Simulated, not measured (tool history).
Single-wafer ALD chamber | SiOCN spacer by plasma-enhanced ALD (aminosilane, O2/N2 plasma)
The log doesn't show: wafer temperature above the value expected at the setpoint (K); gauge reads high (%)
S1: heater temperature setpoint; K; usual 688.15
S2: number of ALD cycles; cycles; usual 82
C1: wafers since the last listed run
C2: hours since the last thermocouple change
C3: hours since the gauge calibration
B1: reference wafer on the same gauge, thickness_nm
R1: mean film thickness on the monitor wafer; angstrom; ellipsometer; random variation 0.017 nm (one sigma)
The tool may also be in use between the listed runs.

Run 1, hour 0: usual settings; C1 0; C2 719.5; C3 975.9; B1 4.502. Result: R1 44.7 angstrom.
Run 2, hour 52.1: usual settings; C1 133; C2 771.6; C3 1028; B1 4.51. Result: R1 44.82 angstrom.
Run 3, hour 105.6: usual settings; C1 136; C2 825.1; C3 1081.5; B1 4.513. Result: R1 44.51 angstrom.
Run 4, hour 171.2: usual settings; C1 167; C2 890.7; C3 1147.1; B1 4.509. Result: R1 44.49 angstrom.
Run 5, hour 197.8: usual settings; C1 67; C2 917.3; C3 1173.7; B1 4.509. Result: R1 44.92 angstrom.
Run 6, hour 242: usual settings; C1 112; C2 961.5; C3 1217.9; B1 4.512. Result: R1 44.94 angstrom.
Run 7, hour 288: usual settings but S2 93 cycles; C1 117; C2 1007.5; C3 1263.9; B1 4.513. Result: R1 51.12 angstrom.
Run 8, hour 376.6: usual settings but S1 682.15 K; C1 226; C2 1096.1; C3 1352.5; B1 4.514. Result: R1 45.63 angstrom.
At hour 407.3: gauge calibrated.
Run 9, hour 422.6: usual settings but S1 682.15 K; C1 117; C2 1142.1; C3 15.3; B1 4.514. Result: R1 46.01 angstrom.
Run 10, hour 454.5: usual settings; C1 81; C2 1174; C3 47.2; B1 4.513. Result: R1 45.14 angstrom.
Run 11, hour 503.5: usual settings; C1 125; C2 1223; C3 96.2; B1 4.507. Result: R1 45.23 angstrom.
Run 12, hour 531.5: usual settings but S2 91 cycles; C1 71; C2 1251; C3 124.2; B1 4.508. Result: R1 50.11 angstrom.
Run 13, hour 558.4: usual settings but S2 91 cycles; C1 68; C2 1277.9; C3 151.1; B1 4.511. Result: R1 50.53 angstrom.
At hour 567.6: thermocouple changed; heater temperature recalibrated.
Run 14, hour 624: usual settings; C1 147; C2 56.4; C3 216.7; B1 4.505. Result: R1 44.57 angstrom.
Run 15, hour 669.2: usual settings but S1 680.15 K, S2 86 cycles; C1 115; C2 101.6; C3 261.9; B1 4.508. Result: R1 47.78 angstrom.
Run 16, hour 714.4: usual settings but S1 678.15 K; C1 115; C2 146.8; C3 307.1; B1 4.511. Result: R1 45.95 angstrom.
Run 17, hour 756: usual settings but S1 680.15 K, S2 98 cycles; C1 106; C2 188.4; C3 348.7; B1 4.513. Result: R1 54.41 angstrom.
Run 18, hour 802.7: usual settings but S1 674.15 K, S2 92 cycles; C1 119; C2 235.1; C3 395.4; B1 4.514. Result: R1 52.12 angstrom.
Run 19, hour 837.5: usual settings but S1 700.15 K, S2 97 cycles; C1 88; C2 269.9; C3 430.2; B1 4.502. Result: R1 50.01 angstrom.
Run 20, hour 873.9: usual settings; C1 92; C2 306.3; C3 466.6; B1 4.512. Result: R1 44.23 angstrom.
Run 21, hour 931: usual settings but S1 679.15 K; C1 145; C2 363.4; C3 523.7; B1 4.513. Result: R1 45.48 angstrom.
Run 22, hour 976.6: usual settings but S2 94 cycles; C1 116; C2 409; C3 569.3; B1 4.503. Result: R1 50.49 angstrom.
Run 23, hour 1046: usual settings; C1 177; C2 478.4; C3 638.7; B1 4.507. Result: R1 44.38 angstrom.
Run 24, hour 1161.9: usual settings; C1 296; C2 594.3; C3 754.6; B1 4.515. Result: R1 44.52 angstrom.
Run 25, hour 1212.4: usual settings but S1 684.15 K, S2 95 cycles; C1 129; C2 644.8; C3 805.1; B1 4.52. Result: R1 52.07 angstrom.
Run 26, hour 1242.5: usual settings but S1 702.15 K, S2 78 cycles; C1 76; C2 674.9; C3 835.2; B1 4.506. Result: R1 40.16 angstrom.

4 ways to go on from here, each from the tool as it stands after run 26. What would each give?
Run A, hour 1243.1: usual settings; C1 1; C2 675.5; C3 835.8; B1 ?. Result: R1 ?.
Run B, hour 1243.1: usual settings but S1 692.15 K, S2 96 cycles; C1 1; C2 675.5; C3 835.8; B1 ?. Result: R1 ?.
Run C, hour 1243.1: usual settings but S1 684.15 K; C1 1; C2 675.5; C3 835.8; B1 ?. Result: R1 ?.
Run D, hour 1243.1: usual settings but S2 88 cycles; C1 1; C2 675.5; C3 835.8; B1 ?. Result: R1 ?.

run     B1     R1
  A  4.506  44.36
  B  4.506  51.22
  C  4.506  44.97
  D  4.506   47.6
Without the tool's hidden state the same runs would have given:
run     R1
  A  44.16
  B  50.99
  C  44.78
  D   47.4
